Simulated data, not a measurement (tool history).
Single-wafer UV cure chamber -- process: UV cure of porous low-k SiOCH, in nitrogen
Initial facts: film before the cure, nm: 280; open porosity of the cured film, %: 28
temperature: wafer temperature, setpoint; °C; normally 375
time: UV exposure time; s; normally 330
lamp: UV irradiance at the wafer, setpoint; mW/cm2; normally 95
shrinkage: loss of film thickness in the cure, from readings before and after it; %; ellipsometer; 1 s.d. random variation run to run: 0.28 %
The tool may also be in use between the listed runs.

run	hour	temperature	time	lamp	wafers since the last listed run	hours since the UV bulbs were replaced	wafers since the quartz window was cleaned	shrinkage
1	0	366	330	95	0	1854.1	2849	14.778
2	102.7	366	330	95	967	1956.8	3816	15.375
# hour 181.5: UV bulbs replaced
3	182	366	330	95	671	0.5	4487	14.612
4	259.4	375	175	95	729	77.9	5216	11.839
5	324.4	375	175	95	612	142.9	5829	10.911
# hour 355: quartz window cleaned
6	413.6	375	175	95	764	232.1	552	12.561
7	490.9	375	330	95	728	309.4	1280	15.065
8	584.8	375	330	95	884	403.3	2164	15.123
9	632.6	375	330	95	450	451.1	2615	15.374
10	678.2	375	330	95	429	496.7	3044	15.151
11	773.2	366	330	103	894	591.7	3939	15.352
12	857.5	366	330	103	794	676	4733	15.215
13	914.1	375	330	95	533	732.6	5266	14.697
# hour 1020.1: quartz window cleaned
14	1020.6	375	330	95	927	839.1	4	15.608
15	1069.6	375	330	95	461	888.1	466	16.221
16	1362.4	375	330	121	2757	1180.9	3224	16.625
17	1464.9	375	330	121	965	1283.4	4189	16.208
18	1528.1	375	330	95	595	1346.6	4784	14.892
19	1589.5	375	370	111	578	1408	5363	16.312
20	1658.8	375	370	111	652	1477.3	6015	16.16
# hour 1723.5: quartz window cleaned
21	1738.6	360	235	95	676	1557.1	142	13.356
22	1800	390	330	95	578	1618.5	720	16.792
23	1872.1	375	330	95	679	1690.6	1399	15.596
24	1930.1	375	330	95	546	1748.6	1945	15.461
25	2034	375	330	95	978	1852.5	2924	15.792
# hour 2086.7: UV bulbs replaced
26	2119.1	382	330	95	726	32.4	3650	15.379
27	2222.3	382	195	95	972	135.6	4622	12.621
28	2270.2	375	130	82	451	183.5	5073	9.296
29	2369.1	375	160	57	931	282.4	6005	8.474
# hour 2432.8: quartz window cleaned
30	2440.7	375	275	95	599	354	74	14.662
31	2483	362	245	95	398	396.3	472	13.773
32	2585.8	360	330	95	968	499.1	1440	15.141
33	2673.4	375	330	95	825	586.7	2265	15.85
34	2760.9	385	330	60	824	674.2	3090	12.647
35	2830.8	366	330	103	658	744.1	3748	15.422
36	2884.3	360	235	95	503	797.6	4252	12.693
37	2936.9	367	330	95	495	850.2	4747	14.823
38	2991.5	375	330	78	514	904.8	5262	13.837
# hour 3041.7: quartz window cleaned
39	3081.3	375	515	95	770	994.6	373	18.261
40	3175.2	390	330	110	884	1088.5	1257	16.999
41	3235.5	382	140	65	567	1148.8	1825	9.275

What was the tool's hidden state at every run in the log?
lamp output below its setpoint, %: 0 in every run
H1: transmission lost against a clean window, %
run	H1
1	10.2
2	13.4
3	15.8
4	18.2
5	20.2
6	3.45
7	5.84
8	8.74
9	10.2
10	11.6
11	14.6
12	17.2
13	18.9
14	2.23
15	3.75
16	12.8
17	16
18	17.9
19	19.8
20	22
21	1.61
22	3.51
23	5.74
24	7.53
25	10.7
26	13.4
27	16.6
28	18
29	21.1
30	1.21
31	2.52
32	5.69
33	8.4
34	11.1
35	13.3
36	14.9
37	16.5
38	18.2
39	3.07
40	5.98
41	7.84
